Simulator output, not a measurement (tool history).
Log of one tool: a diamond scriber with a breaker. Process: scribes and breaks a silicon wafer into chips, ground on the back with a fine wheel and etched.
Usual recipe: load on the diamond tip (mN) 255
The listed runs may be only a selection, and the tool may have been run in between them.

run,hour,load on the diamond tip (mN),"incoming depth of the damage left on the back of the incoming wafer, um",depth of the median crack under the scribed line (µm),chips rejected at inspection after the break (%)
1,0,255,0.51,10.56,0.96
2,37,255,0.64,10.64,0.92
3,105.6,255,0.6,10.49,1.08
4,203.3,301,0.43,11.06,0.46
5,305.1,301,0.54,11.12,0.49
6,367.6,255,0.51,10.34,1.5
7,459.7,255,0.78,10.3,1.57
8,531.5,255,0.41,10.22,1.4
# hour 545.2: load on the tip recalibrated
# hour 597.7: diamond tip replaced by a new one
9,635.8,305,0.43,12.25,1.18
10,722,212,0.66,10.27,1.8
11,763.4,291,0.67,11.64,0.65
12,854,283,0.48,11.35,0.5
13,894.3,287,0.36,11.39,0.46
14,962.8,190,0.49,9.48,4.6
15,1021.1,255,0.6,10.73,0.88
16,1059.2,204,0.34,9.58,3.99
17,1150.3,297,0.54,11.25,0.54

For each run, the measured value with the value that run would have given without the tool's hidden condition subtracted. The run-to-run variation is shared by both, the gauge scatter possibly not:
What the log doesn't record here: share of the diamond tip's cutting effectiveness lost through wear, %; deviation of the load on the tip from its setpoint, %.
run,depth of the median crack under the scribed line (µm),chips rejected at inspection after the break (%)
1,-0.59,+0.42
2,-0.64,+0.43
3,-0.71,+0.57
4,-0.83,-0.71
5,-0.92,-0.74
6,-0.9,+0.97
7,-0.96,+1.05
8,-1,+0.97
9,-0.13,-0.21
10,-0.24,+0.53
11,-0.34,-0.36
12,-0.45,-0.29
13,-0.5,-0.33
14,-0.47,+1.94
15,-0.59,+0.38
16,-0.55,+2.05
17,-0.72,-0.68
